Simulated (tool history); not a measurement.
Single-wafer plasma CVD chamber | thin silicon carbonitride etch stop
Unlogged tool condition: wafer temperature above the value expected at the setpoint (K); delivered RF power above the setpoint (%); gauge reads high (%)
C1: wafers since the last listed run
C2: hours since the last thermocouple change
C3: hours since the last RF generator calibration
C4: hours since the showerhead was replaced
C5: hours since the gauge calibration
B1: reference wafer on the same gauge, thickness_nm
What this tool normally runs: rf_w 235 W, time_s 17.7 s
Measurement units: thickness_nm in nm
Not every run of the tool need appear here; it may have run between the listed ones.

run 1 hour=0.0 | rf_w=210 time_s=17.7 | C1=0 C2=0.5 C3=4.2 C4=3005.1 C5=942.6 | B1=8.766 | thickness_nm=9.545
run 2 hour=35.0 | rf_w=235 time_s=18.4 | C1=457 C2=35.5 C3=39.2 C4=3040.1 C5=977.6 | B1=8.752 | thickness_nm=10.153
run 3 hour=73.2 | rf_w=235 time_s=18.4 | C1=499 C2=73.7 C3=77.4 C4=3078.3 C5=1015.8 | B1=8.770 | thickness_nm=10.133
run 4 hour=165.8 | rf_w=235 time_s=18.4 | C1=1210 C2=166.3 C3=170.0 C4=3170.9 C5=1108.4 | B1=8.753 | thickness_nm=10.066
run 5 hour=229.5 | rf_w=205 time_s=17.7 | C1=832 C2=230.0 C3=233.7 C4=3234.6 C5=1172.1 | B1=8.735 | thickness_nm=9.437
run 6 hour=283.7 | rf_w=235 time_s=17.7 | C1=708 C2=284.2 C3=287.9 C4=3288.8 C5=1226.3 | B1=8.753 | thickness_nm=9.738
run 7 hour=380.8 | rf_w=235 time_s=17.7 | C1=1269 C2=381.3 C3=385.0 C4=3385.9 C5=1323.4 | B1=8.742 | thickness_nm=9.648
run 8 hour=432.8 | rf_w=235 time_s=17.7 | C1=679 C2=433.3 C3=437.0 C4=3437.9 C5=1375.4 | B1=8.747 | thickness_nm=9.659
run 9 hour=479.7 | rf_w=235 time_s=17.7 | C1=612 C2=480.2 C3=483.9 C4=3484.8 C5=1422.3 | B1=8.758 | thickness_nm=9.690
run 10 hour=584.8 | rf_w=235 time_s=17.7 | C1=1373 C2=585.3 C3=589.0 C4=3589.9 C5=1527.4 | B1=8.756 | thickness_nm=9.664
-- hour=619.6 gauge calibrated
run 11 hour=663.6 | rf_w=235 time_s=17.7 | C1=1029 C2=664.1 C3=667.8 C4=3668.7 C5=44.0 | B1=8.768 | thickness_nm=9.679
run 12 hour=735.9 | rf_w=235 time_s=17.7 | C1=944 C2=736.4 C3=740.1 C4=3741.0 C5=116.3 | B1=8.773 | thickness_nm=9.692
run 13 hour=809.9 | rf_w=235 time_s=18.6 | C1=967 C2=810.4 C3=814.1 C4=3815.0 C5=190.3 | B1=8.763 | thickness_nm=10.149
run 14 hour=914.4 | rf_w=235 time_s=18.6 | C1=1365 C2=914.9 C3=918.6 C4=3919.5 C5=294.8 | B1=8.775 | thickness_nm=10.123
-- hour=974.2 RF generator calibrated
run 15 hour=983.9 | rf_w=235 time_s=18.6 | C1=803 C2=984.4 C3=9.7 C4=3989.0 C5=364.3 | B1=8.778 | thickness_nm=10.092
run 16 hour=1044.0 | rf_w=235 time_s=17.7 | C1=785 C2=1044.5 C3=69.8 C4=4049.1 C5=424.4 | B1=8.755 | thickness_nm=9.563
run 17 hour=1096.6 | rf_w=190 time_s=17.7 | C1=687 C2=1097.1 C3=122.4 C4=4101.7 C5=477.0 | B1=8.748 | thickness_nm=9.121
run 18 hour=1183.2 | rf_w=235 time_s=17.7 | C1=1131 C2=1183.7 C3=209.0 C4=4188.3 C5=563.6 | B1=8.759 | thickness_nm=9.566
run 19 hour=1264.0 | rf_w=235 time_s=17.7 | C1=1056 C2=1264.5 C3=289.8 C4=4269.1 C5=644.4 | B1=8.760 | thickness_nm=9.488
-- hour=1282.8 RF generator calibrated, repeated, since the last time left the tool worse
run 20 hour=1351.7 | rf_w=235 time_s=17.7 | C1=1041 C2=1352.2 C3=68.9 C4=4356.8 C5=732.1 | B1=8.760 | thickness_nm=9.752
run 21 hour=1396.6 | rf_w=260 time_s=20.3 | C1=586 C2=1397.1 C3=113.8 C4=4401.7 C5=777.0 | B1=8.758 | thickness_nm=11.491
-- hour=1479.4 thermocouple changed; heater temperature recalibrated
run 22 hour=1503.5 | rf_w=260 time_s=16.1 | C1=1292 C2=24.1 C3=220.7 C4=4508.6 C5=883.9 | B1=8.778 | thickness_nm=9.043
run 23 hour=1541.6 | rf_w=280 time_s=17.7 | C1=497 C2=62.2 C3=258.8 C4=4546.7 C5=922.0 | B1=8.766 | thickness_nm=10.154
-- hour=1636.0 showerhead replaced
run 24 hour=1644.8 | rf_w=265 time_s=14.4 | C1=1244 C2=165.4 C3=362.0 C4=8.8 C5=1025.2 | B1=8.764 | thickness_nm=8.142
run 25 hour=1696.4 | rf_w=235 time_s=17.7 | C1=674 C2=217.0 C3=413.6 C4=60.4 C5=1076.8 | B1=8.744 | thickness_nm=9.742
run 26 hour=1754.6 | rf_w=220 time_s=17.7 | C1=760 C2=275.2 C3=471.8 C4=118.6 C5=1135.0 | B1=8.753 | thickness_nm=9.568
run 27 hour=1839.2 | rf_w=270 time_s=14.7 | C1=1105 C2=359.8 C3=556.4 C4=203.2 C5=1219.6 | B1=8.755 | thickness_nm=8.324
run 28 hour=1895.7 | rf_w=190 time_s=19.3 | C1=738 C2=416.3 C3=612.9 C4=259.7 C5=1276.1 | B1=8.757 | thickness_nm=10.008
-- hour=1915.9 gauge calibrated
run 29 hour=1933.2 | rf_w=255 time_s=21.0 | C1=490 C2=453.8 C3=650.4 C4=297.2 C5=17.3 | B1=8.757 | thickness_nm=11.697
run 30 hour=2040.2 | rf_w=270 time_s=20.7 | C1=1398 C2=560.8 C3=757.4 C4=404.2 C5=124.3 | B1=8.764 | thickness_nm=11.708
-- hour=2051.8 RF generator calibrated
run 31 hour=2116.4 | rf_w=220 time_s=17.7 | C1=891 C2=637.0 C3=64.6 C4=480.4 C5=200.5 | B1=8.737 | thickness_nm=9.568
run 32 hour=2210.8 | rf_w=215 time_s=20.3 | C1=1233 C2=731.4 C3=159.0 C4=574.8 C5=294.9 | B1=8.756 | thickness_nm=10.976
run 33 hour=2252.0 | rf_w=215 time_s=21.2 | C1=538 C2=772.6 C3=200.2 C4=616.0 C5=336.1 | B1=8.763 | thickness_nm=11.426
run 34 hour=2341.6 | rf_w=235 time_s=17.7 | C1=1171 C2=862.2 C3=289.8 C4=705.6 C5=425.7 | B1=8.754 | thickness_nm=9.744

Below are 5 alternative next runs, each starting from the tool's condition after run 34. Predict each:
run A hour=2342.0 | rf_w=235 time_s=17.7 | C1=5 C2=862.6 C3=290.2 C4=706.0 C5=426.1 | B1=? | thickness_nm=?
run B hour=2342.0 | rf_w=235 time_s=19.0 | C1=5 C2=862.6 C3=290.2 C4=706.0 C5=426.1 | B1=? | thickness_nm=?
run C hour=2342.0 | rf_w=235 time_s=15.1 | C1=5 C2=862.6 C3=290.2 C4=706.0 C5=426.1 | B1=? | thickness_nm=?
run D hour=2342.0 | rf_w=265 time_s=14.8 | C1=5 C2=862.6 C3=290.2 C4=706.0 C5=426.1 | B1=? | thickness_nm=?
run E hour=2342.0 | rf_w=215 time_s=16.2 | C1=5 C2=862.6 C3=290.2 C4=706.0 C5=426.1 | B1=? | thickness_nm=?

run=A B1=8.761 thickness_nm=9.692
run=B B1=8.761 thickness_nm=10.404
run=C B1=8.761 thickness_nm=8.269
run=D B1=8.761 thickness_nm=8.342
run=E B1=8.761 thickness_nm=8.687
What these runs would have given with no unlogged condition in the tool:
run=A thickness_nm=9.767
run=B thickness_nm=10.484
run=C thickness_nm=8.332
run=D thickness_nm=8.406
run=E thickness_nm=8.754
